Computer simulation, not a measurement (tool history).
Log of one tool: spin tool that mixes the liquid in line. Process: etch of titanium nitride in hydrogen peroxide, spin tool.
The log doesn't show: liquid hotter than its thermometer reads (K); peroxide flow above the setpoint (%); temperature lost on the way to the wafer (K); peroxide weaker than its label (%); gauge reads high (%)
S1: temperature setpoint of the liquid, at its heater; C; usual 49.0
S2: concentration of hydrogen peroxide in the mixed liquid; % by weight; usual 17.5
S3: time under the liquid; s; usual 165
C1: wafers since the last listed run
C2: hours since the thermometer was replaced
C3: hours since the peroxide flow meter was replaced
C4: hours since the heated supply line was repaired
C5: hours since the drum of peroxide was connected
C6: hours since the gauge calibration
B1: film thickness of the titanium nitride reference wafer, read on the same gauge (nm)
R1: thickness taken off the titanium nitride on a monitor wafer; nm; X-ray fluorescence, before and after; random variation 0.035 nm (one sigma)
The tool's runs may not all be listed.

Run 1, hour 0.0: usual settings but S1 46.0 C, S2 19.0 % by weight; C1 0; C2 2321.5; C3 480.9; C4 3260.2; C5 21.4; C6 337.4; B1 49.98. Result: R1 4.40 nm.
Run 2, hour 14.8: usual settings but S1 46.0 C, S2 19.0 % by weight; C1 113; C2 2336.3; C3 495.7; C4 3275.0; C5 36.2; C6 352.2; B1 49.95. Result: R1 4.36 nm.
Run 3, hour 31.7: usual settings; C1 129; C2 2353.2; C3 512.6; C4 3291.9; C5 53.1; C6 369.1; B1 49.99. Result: R1 5.38 nm.
Run 4, hour 39.4: usual settings; C1 58; C2 2360.9; C3 520.3; C4 3299.6; C5 60.8; C6 376.8; B1 50.02. Result: R1 5.33 nm.
Run 5, hour 46.3: usual settings; C1 52; C2 2367.8; C3 527.2; C4 3306.5; C5 67.7; C6 383.7; B1 50.00. Result: R1 5.40 nm.
At hour 49.3: heated supply line repaired.
Run 6, hour 56.2: usual settings; C1 68; C2 2377.7; C3 537.1; C4 6.9; C5 77.6; C6 393.6; B1 49.98. Result: R1 5.33 nm.
Run 7, hour 66.2: usual settings; C1 76; C2 2387.7; C3 547.1; C4 16.9; C5 87.6; C6 403.6; B1 50.01. Result: R1 5.38 nm.
Run 8, hour 84.0: usual settings; C1 136; C2 2405.5; C3 564.9; C4 34.7; C5 105.4; C6 421.4; B1 49.99. Result: R1 5.32 nm.
Run 9, hour 95.3: usual settings but S1 44.0 C, S3 70 s; C1 86; C2 2416.8; C3 576.2; C4 46.0; C5 116.7; C6 432.7; B1 50.01. Result: R1 1.57 nm.
At hour 101.2: thermometer replaced.
Run 10, hour 110.5: usual settings but S2 13.5 % by weight; C1 108; C2 9.3; C3 591.4; C4 61.2; C5 131.9; C6 447.9; B1 50.02. Result: R1 5.09 nm.
Run 11, hour 118.9: usual settings but S1 43.0 C, S2 15.5 % by weight, S3 240 s; C1 64; C2 17.7; C3 599.8; C4 69.6; C5 140.3; C6 456.3; B1 50.01. Result: R1 4.88 nm.
Run 12, hour 134.6: usual settings but S1 39.0 C, S2 19.5 % by weight; C1 120; C2 33.4; C3 615.5; C4 85.3; C5 156.0; C6 472.0; B1 50.03. Result: R1 2.59 nm.
Run 13, hour 148.0: usual settings but S1 45.5 C; C1 102; C2 46.8; C3 628.9; C4 98.7; C5 169.4; C6 485.4; B1 50.00. Result: R1 4.08 nm.
Run 14, hour 159.4: usual settings; C1 87; C2 58.2; C3 640.3; C4 110.1; C5 180.8; C6 496.8; B1 49.97. Result: R1 5.29 nm.
At hour 184.3: gauge calibrated.
Run 15, hour 185.7: usual settings but S2 16.0 % by weight, S3 85 s; C1 201; C2 84.5; C3 666.6; C4 136.4; C5 207.1; C6 1.4; B1 50.00. Result: R1 2.69 nm.
Run 16, hour 198.0: usual settings but S1 54.0 C, S3 85 s; C1 94; C2 96.8; C3 678.9; C4 148.7; C5 219.4; C6 13.7; B1 50.01. Result: R1 3.96 nm.
At hour 204.9: peroxide flow meter replaced.
Run 17, hour 211.2: usual settings but S1 43.0 C, S2 20.5 % by weight, S3 70 s; C1 93; C2 110.0; C3 6.3; C4 161.9; C5 232.6; C6 26.9; B1 50.04. Result: R1 1.51 nm.
Run 18, hour 224.4: usual settings but S2 15.5 % by weight, S3 75 s; C1 101; C2 123.2; C3 19.5; C4 175.1; C5 245.8; C6 40.1; B1 49.94. Result: R1 2.38 nm.
Run 19, hour 239.4: usual settings but S2 15.5 % by weight; C1 114; C2 138.2; C3 34.5; C4 190.1; C5 260.8; C6 55.1; B1 49.98. Result: R1 5.26 nm.
Run 20, hour 249.5: usual settings but S1 52.0 C, S3 225 s; C1 77; C2 148.3; C3 44.6; C4 200.2; C5 270.9; C6 65.2; B1 50.03. Result: R1 8.98 nm.
Run 21, hour 267.2: usual settings but S1 54.5 C, S2 20.5 % by weight, S3 140 s; C1 135; C2 166.0; C3 62.3; C4 217.9; C5 288.6; C6 82.9; B1 50.03. Result: R1 6.97 nm.
Run 22, hour 284.8: usual settings; C1 134; C2 183.6; C3 79.9; C4 235.5; C5 306.2; C6 100.5; B1 50.00. Result: R1 5.37 nm.
Run 23, hour 292.7: usual settings but S1 45.5 C, S2 22.0 % by weight, S3 95 s; C1 60; C2 191.5; C3 87.8; C4 243.4; C5 314.1; C6 108.4; B1 50.00. Result: R1 2.50 nm.
Run 24, hour 301.8: usual settings; C1 69; C2 200.6; C3 96.9; C4 252.5; C5 323.2; C6 117.5; B1 50.04. Result: R1 5.32 nm.
Run 25, hour 311.4: usual settings but S2 16.0 % by weight, S3 85 s; C1 73; C2 210.2; C3 106.5; C4 262.1; C5 332.8; C6 127.1; B1 49.99. Result: R1 2.68 nm.
Run 26, hour 319.4: usual settings but S1 53.5 C, S2 21.0 % by weight, S3 90 s; C1 61; C2 218.2; C3 114.5; C4 270.1; C5 340.8; C6 135.1; B1 50.02. Result: R1 4.19 nm.

How the hidden state differs across the entries between the runs, from the last listed run before each to the first after it:
Between runs 5 and 6: heated supply line repaired (hour 49.3)
  no hidden state differs between the two runs
Between runs 9 and 10: thermometer replaced (hour 101.2)
  no hidden state differs between the two runs
Between runs 14 and 15: gauge calibrated (hour 184.3)
  no hidden state differs between the two runs
Between runs 16 and 17: peroxide flow meter replaced (hour 204.9)
  no hidden state differs between the two runs
